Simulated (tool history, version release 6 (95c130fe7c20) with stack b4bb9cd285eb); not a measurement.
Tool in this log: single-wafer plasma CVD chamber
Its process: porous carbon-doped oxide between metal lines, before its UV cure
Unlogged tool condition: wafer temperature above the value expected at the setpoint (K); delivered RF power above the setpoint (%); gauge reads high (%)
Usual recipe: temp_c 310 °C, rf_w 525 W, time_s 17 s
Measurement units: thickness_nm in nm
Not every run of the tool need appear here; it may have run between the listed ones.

run	hour	temp_c	rf_w	time_s	wafers since the last listed run	hours since the last thermocouple change	hours since the last RF generator calibration	hours since the showerhead was replaced	hours since the gauge calibration	read-back reference wafer on the same gauge, thickness_nm	thickness_nm
1	0	310	460	17	0	1340.5	1055	3078.3	113.5	87.912	74.39
2	9.5	310	460	17	287	1350	1064.5	3087.8	123	87.76	74.746
3	22.5	310	525	17	393	1363	1077.5	3100.8	136	87.82	86.9
4	33.4	310	525	17	329	1373.9	1088.4	3111.7	146.9	87.929	86.929
5	40.6	310	525	19.3	217	1381.1	1095.6	3118.9	154.1	87.835	98.306
6	51.1	320	525	17	317	1391.6	1106.1	3129.4	164.6	87.909	81.76
7	66.9	310	490	17	477	1407.4	1121.9	3145.2	180.4	87.957	79.538
8	78.3	310	490	17	344	1418.8	1133.3	3156.6	191.8	87.997	79.906
9	91.9	310	490	17	411	1432.4	1146.9	3170.2	205.4	87.94	79.136
10	98.4	310	525	17	196	1438.9	1153.4	3176.7	211.9	87.796	85.366
11	112.3	310	525	17	420	1452.8	1167.3	3190.6	225.8	87.924	85.45
12	127.5	300	595	17	459	1468	1182.5	3205.8	241	87.907	102.799
# hour 142.5: RF generator calibrated
13	143	300	595	17	226	1483.5	0.5	3221.3	256.5	87.986	114.27
14	151.3	299	585	14.5	250	1491.8	8.8	3229.6	264.8	87.933	97.658
# hour 164.8: gauge calibrated
15	168.6	310	525	17	523	1509.1	26.1	3246.9	3.8	87.83	95.664
16	181	310	525	14.5	374	1521.5	38.5	3259.3	16.2	87.906	82.157
# hour 196: thermocouple changed; heater temperature recalibrated
17	196.5	310	525	14.9	226	0.5	54	3274.8	31.7	87.813	84.508
18	204.7	304	525	17	247	8.7	62.2	3283	39.9	87.961	99.314
# hour 214.2: showerhead replaced
19	214.7	297	525	17	60	18.7	72.2	0.5	49.9	87.904	104.277
20	219	310	525	17	130	23	76.5	4.8	54.2	87.873	95.89
21	231	299	480	15.8	362	35	88.5	16.8	66.2	87.926	87.424
22	241.8	310	480	15.6	326	45.8	99.3	27.6	77	88.002	80.416
23	255.2	297	485	15.5	405	59.2	112.7	41	90.4	88.012	87.451
24	270.1	310	525	17	450	74.1	127.6	55.9	105.3	87.886	95.145
25	287.8	322	525	17	535	91.8	145.3	73.6	123	87.894	88.95
26	297.2	310	525	17	284	101.2	154.7	83	132.4	87.914	95.165

Branching from run 26: 5 alternative next runs. What would each branch give?
A	297.6	310	525	17	12	101.6	155.1	83.4	132.8	?	?
B	297.6	321	440	14.3	12	101.6	155.1	83.4	132.8	?	?
C	297.6	310	625	17	12	101.6	155.1	83.4	132.8	?	?
D	297.6	299	465	19.3	12	101.6	155.1	83.4	132.8	?	?
E	297.6	295	525	17	12	101.6	155.1	83.4	132.8	?	?

run	read-back reference wafer on the same gauge, thickness_nm	thickness_nm
A	87.983	95.356
B	87.983	62.268
C	87.983	111.926
D	87.983	101.775
E	87.983	105.034
Take away the tool's hidden state, keep each run's random variation, and the runs would have read:
run	thickness_nm
A	95.79
B	62.599
C	112.417
D	102.316
E	105.512
